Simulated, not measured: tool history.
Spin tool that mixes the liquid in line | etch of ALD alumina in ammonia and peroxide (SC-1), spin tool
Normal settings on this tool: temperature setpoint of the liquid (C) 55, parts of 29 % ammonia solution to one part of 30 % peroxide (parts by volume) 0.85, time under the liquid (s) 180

| run | hour | temperature setpoint of the liquid (C) | parts of 29 % ammonia solution to one part of 30 % peroxide (parts by volume) | time under the liquid (s) | wafers since the last listed run | hours since the thermometer was replaced | hours since the ammonia flow meter was replaced | hours since the heated supply line was repaired | hours since the drum of ammonia solution was connected | hours since the gauge calibration | read-back film thickness of the ALD alumina reference wafer, read on the same gauge (nm) | thickness taken off the ALD alumina on a monitor wafer (angstrom) |
|---|---|---|---|---|---|---|---|---|---|---|---|---|
| 1 | 0 | 55 | 0.95 | 180 | 0 | 1130 | 490.5 | 2233.9 | 333.4 | 1035.5 | 79.98 | 99.7 |
| 2 | 53.5 | 55 | 1.1 | 180 | 286 | 1183.5 | 544 | 2287.4 | 386.9 | 1089 | 80 | 100.8 |
| 3 | 97.3 | 55 | 1.1 | 180 | 234 | 1227.3 | 587.8 | 2331.2 | 430.7 | 1132.8 | 80 | 101.8 |
| 4 | 185.5 | 55 | 1.1 | 180 | 472 | 1315.5 | 676 | 2419.4 | 518.9 | 1221 | 79.99 | 103.2 |
| 5 | 248.3 | 55 | 0.85 | 180 | 336 | 1378.3 | 738.8 | 2482.2 | 581.7 | 1283.8 | 79.98 | 98 |
| 6 | 344.4 | 55 | 0.85 | 180 | 515 | 1474.4 | 834.9 | 2578.3 | 677.8 | 1379.9 | 79.99 | 98.4 |
| 7 | 418.3 | 55 | 0.85 | 180 | 396 | 1548.3 | 908.8 | 2652.2 | 751.7 | 1453.8 | 80.01 | 99.3 |
|  | 434.6 | new drum of ammonia solution connected |
| 8 | 488.8 | 55 | 0.85 | 180 | 372 | 1618.8 | 979.3 | 2722.7 | 54.2 | 1524.3 | 79.99 | 98.7 |
|  | 512.2 | ammonia flow meter replaced |
| 9 | 577.9 | 55 | 0.85 | 180 | 472 | 1707.9 | 65.7 | 2811.8 | 143.3 | 1613.4 | 80 | 98.7 |
|  | 670.8 | thermometer replaced |
| 10 | 680.8 | 55 | 0.55 | 180 | 546 | 10 | 168.6 | 2914.7 | 246.2 | 1716.3 | 80 | 94.7 |
| 11 | 774.4 | 59.5 | 0.55 | 235 | 501 | 103.6 | 262.2 | 3008.3 | 339.8 | 1809.9 | 80 | 158.4 |
| 12 | 847 | 49 | 0.6 | 220 | 389 | 176.2 | 334.8 | 3080.9 | 412.4 | 1882.5 | 80 | 85 |
|  | 867.4 | heated supply line repaired |
| 13 | 915.4 | 55 | 1.1 | 115 | 361 | 244.6 | 403.2 | 48 | 480.8 | 1950.9 | 80 | 65.1 |
| 14 | 1011.4 | 60.5 | 0.55 | 245 | 514 | 340.6 | 499.2 | 144 | 576.8 | 2046.9 | 80 | 172.5 |
| 15 | 1048.8 | 55 | 0.6 | 125 | 200 | 378 | 536.6 | 181.4 | 614.2 | 2084.3 | 80.01 | 66 |
|  | 1263.5 | gauge calibrated |
|  | 1273.8 | new drum of ammonia solution connected |
| 16 | 1352.4 | 48 | 1 | 130 | 1621 | 681.6 | 840.2 | 485 | 78.6 | 88.9 | 80.03 | 50 |
|  | 1532.7 | ammonia flow meter replaced |
| 17 | 1602.6 | 55 | 0.85 | 90 | 1335 | 931.8 | 69.9 | 735.2 | 328.8 | 339.1 | 79.98 | 49.9 |
| 18 | 1639 | 55 | 0.85 | 180 | 195 | 968.2 | 106.3 | 771.6 | 365.2 | 375.5 | 80.01 | 98.8 |
| 19 | 1726.6 | 55 | 0.85 | 180 | 469 | 1055.8 | 193.9 | 859.2 | 452.8 | 463.1 | 80.02 | 99.1 |
| 20 | 1799.7 | 55 | 0.7 | 180 | 391 | 1128.9 | 267 | 932.3 | 525.9 | 536.2 | 80.01 | 95.4 |
| 21 | 1919.2 | 48 | 0.55 | 275 | 640 | 1248.4 | 386.5 | 1051.8 | 645.4 | 655.7 | 80 | 100.7 |
| 22 | 1978 | 55 | 0.85 | 180 | 315 | 1307.2 | 445.3 | 1110.6 | 704.2 | 714.5 | 80 | 99 |
| 23 | 2036.1 | 55 | 0.85 | 180 | 311 | 1365.3 | 503.4 | 1168.7 | 762.3 | 772.6 | 79.99 | 97.2 |
|  | 2124.9 | new drum of ammonia solution connected |
| 24 | 2343 | 55 | 0.85 | 180 | 1639 | 1672.2 | 810.3 | 1475.6 | 218.1 | 1079.5 | 79.99 | 98.1 |

Below are 5 alternative next runs, each starting from the tool's condition after run 24. Predict each:
| A | 2343.5 | 55 | 0.85 | 180 | 2 | 1672.7 | 810.8 | 1476.1 | 218.6 | 1080 | ? | ? |
| B | 2343.5 | 61.5 | 0.55 | 75 | 2 | 1672.7 | 810.8 | 1476.1 | 218.6 | 1080 | ? | ? |
| C | 2343.5 | 50.5 | 1 | 230 | 2 | 1672.7 | 810.8 | 1476.1 | 218.6 | 1080 | ? | ? |
| D | 2343.5 | 62 | 1.1 | 180 | 2 | 1672.7 | 810.8 | 1476.1 | 218.6 | 1080 | ? | ? |
| E | 2343.5 | 51 | 0.85 | 250 | 2 | 1672.7 | 810.8 | 1476.1 | 218.6 | 1080 | ? | ? |

| run | read-back film thickness of the ALD alumina reference wafer, read on the same gauge (nm) | thickness taken off the ALD alumina on a monitor wafer (angstrom) |
|---|---|---|
| A | 79.98 | 99.9 |
| B | 79.98 | 56 |
| C | 79.98 | 101.7 |
| D | 79.98 | 147.2 |
| E | 79.98 | 111.9 |
The same runs, with their run-to-run variation unchanged, on a tool lacking any hidden condition would have given:
| run | thickness taken off the ALD alumina on a monitor wafer (angstrom) |
|---|---|
| A | 99.9 |
| B | 56 |
| C | 101.7 |
| D | 147.2 |
| E | 111.9 |

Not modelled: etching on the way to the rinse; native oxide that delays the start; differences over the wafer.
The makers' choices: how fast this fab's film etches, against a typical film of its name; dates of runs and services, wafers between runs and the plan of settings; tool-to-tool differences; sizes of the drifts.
